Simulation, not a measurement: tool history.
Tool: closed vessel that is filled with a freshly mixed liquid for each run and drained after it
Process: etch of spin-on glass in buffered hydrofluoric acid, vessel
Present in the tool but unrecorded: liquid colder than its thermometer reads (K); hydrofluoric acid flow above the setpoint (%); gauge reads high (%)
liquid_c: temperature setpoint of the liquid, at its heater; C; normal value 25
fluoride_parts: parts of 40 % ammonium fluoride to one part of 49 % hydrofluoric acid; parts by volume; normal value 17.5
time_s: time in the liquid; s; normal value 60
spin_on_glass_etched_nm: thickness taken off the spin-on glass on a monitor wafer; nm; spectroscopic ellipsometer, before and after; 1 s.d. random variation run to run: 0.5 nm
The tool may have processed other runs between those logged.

run   hour  liquid_c  fluoride_parts  time_s  wafers since the last listed run  hours since the thermometer was replaced  hours since the hydrofluoric acid flow meter was replaced  hours since the gauge calibration  read-back film thickness of the spin-on glass reference wafer, read on the same gauge (nm)  spin_on_glass_etched_nm
  1      0        25            21.5      60                                 0                                     433.1                                                      268.9                              336.5                                                                                          40                    56.52
  2   12.9        23            17.5      60                              1368                                       446                                                      281.8                              349.4                                                                                       39.98                    61.42
  3   29.2      26.5            17.5      60                              1729                                     462.3                                                      298.1                              365.7                                                                                       39.99                     72.5
  4   63.5        25            17.5      35                              3639                                     496.6                                                      332.4                                400                                                                                          40                       40
  5     92        25            17.5      35                              3023                                     525.1                                                      360.9                              428.5                                                                                       40.01                    39.65
  6  106.2        25            21.5      70                              1506                                     539.3                                                      375.1                              442.7                                                                                       40.02                    65.14
  7  138.1        25            19.5      60                              3384                                     571.2                                                        407                              474.6                                                                                       40.04                    61.21
  8  156.8        25            19.5      60                              1984                                     589.9                                                      425.7                              493.3                                                                                       40.04                     61.7
  9    188        25            19.5      60                              3310                                     621.1                                                      456.9                              524.5                                                                                       39.98                    62.72
 10    205        25              19      60                              1803                                     638.1                                                      473.9                              541.5                                                                                          40                    64.71
 11  223.5        25              19      60                              1962                                     656.6                                                      492.4                                560                                                                                       40.02                    63.26
 12  240.6      28.5              11      70                              1814                                     673.7                                                      509.5                              577.1                                                                                       40.02                      153
     259.9  -- gauge calibrated
 13  262.8      28.5              23      40                              2355                                     695.9                                                      531.7                                2.9                                                                                       39.99                    43.86
 14  297.9        25            17.5      35                              3724                                       731                                                      566.8                                 38                                                                                       40.02                    40.78
     307.6  -- hydrofluoric acid flow meter replaced
     324.5  -- thermometer replaced
 15  384.4        25            17.5      30                              8965                                      59.9                                                       76.8                              124.5                                                                                       40.02                    33.17
 16  409.3      29.5              22      60                              2641                                      84.8                                                      101.7                              149.4                                                                                          40                    68.04
 17  426.8        25            17.5      60                              1856                                     102.3                                                      119.2                              166.9                                                                                       40.04                    66.86
 18  462.7        25            17.5      60                              3809                                     138.2                                                      155.1                              202.8                                                                                       40.05                    67.13
 19  483.4      23.5            19.5      60                              2196                                     158.9                                                      175.8                              223.5                                                                                       40.04                    55.72
 20  503.9        28            19.5      30                              2175                                     179.4                                                      196.3                                244                                                                                       40.03                    35.62
 21  522.6        25            19.5      60                              1984                                     198.1                                                        215                              262.7                                                                                          40                    60.67
 22    539        25            17.5      90                              1740                                     214.5                                                      231.4                              279.1                                                                                       40.03                   101.14
 23    560        25            17.5      35                              2228                                     235.5                                                      252.4                              300.1                                                                                       39.99                    39.26

Below are 4 alternative next runs, each starting from the tool's condition after run 23. Predict each:
  A  560.7        25              21      60                                74                                     236.2                                                      253.1                              300.8                                                                                           ?                        ?
  B  560.7        29              15      90                                74                                     236.2                                                      253.1                              300.8                                                                                           ?                        ?
  C  560.7        25            10.5      50                                74                                     236.2                                                      253.1                              300.8                                                                                           ?                        ?
  D  560.7      28.5              14      80                                74                                     236.2                                                      253.1                              300.8                                                                                           ?                        ?

run  read-back film thickness of the spin-on glass reference wafer, read on the same gauge (nm)  spin_on_glass_etched_nm
  A                                                                                       39.97                    56.93
  B                                                                                       39.97                   147.22
  C                                                                                       39.97                    93.54
  D                                                                                       39.97                   136.36
What these runs would have given with no unlogged condition in the tool:
run  spin_on_glass_etched_nm
  A                    55.15
  B                    140.7
  C                    89.42
  D                   130.32
